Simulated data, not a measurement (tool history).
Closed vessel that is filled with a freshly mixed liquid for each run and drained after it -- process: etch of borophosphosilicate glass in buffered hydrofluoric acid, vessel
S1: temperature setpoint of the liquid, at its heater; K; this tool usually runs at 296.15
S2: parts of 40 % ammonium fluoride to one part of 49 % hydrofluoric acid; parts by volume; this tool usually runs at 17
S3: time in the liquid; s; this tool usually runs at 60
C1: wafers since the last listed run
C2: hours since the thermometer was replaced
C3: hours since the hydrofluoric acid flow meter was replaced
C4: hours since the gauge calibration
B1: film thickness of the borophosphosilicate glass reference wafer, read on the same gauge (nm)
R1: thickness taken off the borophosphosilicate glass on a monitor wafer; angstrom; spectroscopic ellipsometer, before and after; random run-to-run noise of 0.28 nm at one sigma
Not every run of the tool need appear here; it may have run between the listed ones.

{"run": 1, "day": 0.0, "S1": 296.15, "S2": 17, "S3": 50, "C1": 0, "C2": 45.7, "C3": 1679.8, "C4": 1401.4, "B1": 40.01, "R1": 317.1}
{"run": 2, "day": 1.879, "S1": 296.15, "S2": 17, "S3": 50, "C1": 4484, "C2": 90.8, "C3": 1724.9, "C4": 1446.5, "B1": 40, "R1": 318.7}
{"run": 3, "day": 5.612, "S1": 296.15, "S2": 17, "S3": 50, "C1": 8908, "C2": 180.4, "C3": 1814.5, "C4": 1536.1, "B1": 40, "R1": 318.5}
{"run": 4, "day": 8.45, "S1": 296.15, "S2": 17, "S3": 60, "C1": 6771, "C2": 248.5, "C3": 1882.6, "C4": 1604.2, "B1": 39.99, "R1": 382.6}
{"run": 5, "day": 12.821, "S1": 296.15, "S2": 17, "S3": 60, "C1": 10430, "C2": 353.4, "C3": 1987.5, "C4": 1709.1, "B1": 40.01, "R1": 376.2}
{"run": 6, "day": 14.417, "S1": 296.15, "S2": 17, "S3": 60, "C1": 3808, "C2": 391.7, "C3": 2025.8, "C4": 1747.4, "B1": 40, "R1": 375.4}
{"run": 7, "day": 17.979, "S1": 296.15, "S2": 17, "S3": 60, "C1": 8501, "C2": 477.2, "C3": 2111.3, "C4": 1832.9, "B1": 40.01, "R1": 376.2}
{"run": 8, "day": 20.471, "S1": 296.15, "S2": 17, "S3": 60, "C1": 5945, "C2": 537, "C3": 2171.1, "C4": 1892.7, "B1": 40, "R1": 366.1}
{"day": 21.267, "done": "hydrofluoric acid flow meter replaced"}
{"run": 9, "day": 24.688, "S1": 296.15, "S2": 17, "S3": 60, "C1": 9962, "C2": 638.2, "C3": 82.1, "C4": 1993.9, "B1": 39.98, "R1": 362.8}
{"run": 10, "day": 26.342, "S1": 296.15, "S2": 17, "S3": 60, "C1": 3947, "C2": 677.9, "C3": 121.8, "C4": 2033.6, "B1": 39.99, "R1": 363.8}
{"run": 11, "day": 29.179, "S1": 296.15, "S2": 17, "S3": 60, "C1": 6771, "C2": 746, "C3": 189.9, "C4": 2101.7, "B1": 39.99, "R1": 363.1}
{"run": 12, "day": 31.371, "S1": 296.15, "S2": 11.5, "S3": 60, "C1": 5229, "C2": 798.6, "C3": 242.5, "C4": 2154.3, "B1": 39.99, "R1": 531.7}
{"day": 33.842, "done": "thermometer replaced"}
{"run": 13, "day": 34.454, "S1": 301.15, "S2": 12.5, "S3": 90, "C1": 7258, "C2": 14.7, "C3": 316.5, "C4": 2228.3, "B1": 40.01, "R1": 1024.1}
{"run": 14, "day": 36.067, "S1": 296.15, "S2": 19, "S3": 60, "C1": 3847, "C2": 53.4, "C3": 355.2, "C4": 2267, "B1": 39.99, "R1": 345}
{"run": 15, "day": 40.238, "S1": 293.65, "S2": 10, "S3": 60, "C1": 9952, "C2": 153.5, "C3": 455.3, "C4": 2367.1, "B1": 40.02, "R1": 557.8}
{"run": 16, "day": 43.229, "S1": 296.15, "S2": 17, "S3": 60, "C1": 7138, "C2": 225.3, "C3": 527.1, "C4": 2438.9, "B1": 40, "R1": 376.1}
{"run": 17, "day": 47.538, "S1": 296.15, "S2": 17, "S3": 60, "C1": 10280, "C2": 328.7, "C3": 630.5, "C4": 2542.3, "B1": 39.99, "R1": 374.6}
{"run": 18, "day": 49.742, "S1": 300.65, "S2": 17, "S3": 60, "C1": 5259, "C2": 381.6, "C3": 683.4, "C4": 2595.2, "B1": 40.01, "R1": 478.1}
{"run": 19, "day": 52.35, "S1": 296.15, "S2": 17, "S3": 60, "C1": 6224, "C2": 444.2, "C3": 746, "C4": 2657.8, "B1": 39.99, "R1": 372.9}

Estimate the outcome of run 20 from the log above:
{"run": 20, "day": 56.229, "S1": 300.15, "S2": 17, "S3": 70, "C1": 9256, "C2": 537.3, "C3": 839.1, "C4": 2750.9, "B1": "?", "R1": "?"}

{"run 20": {"B1": 40.01, "R1": 537.2}}
Take away the tool's hidden state, keep the run-to-run variation as it was, and the same run would have given R1 564.5 angstrom.
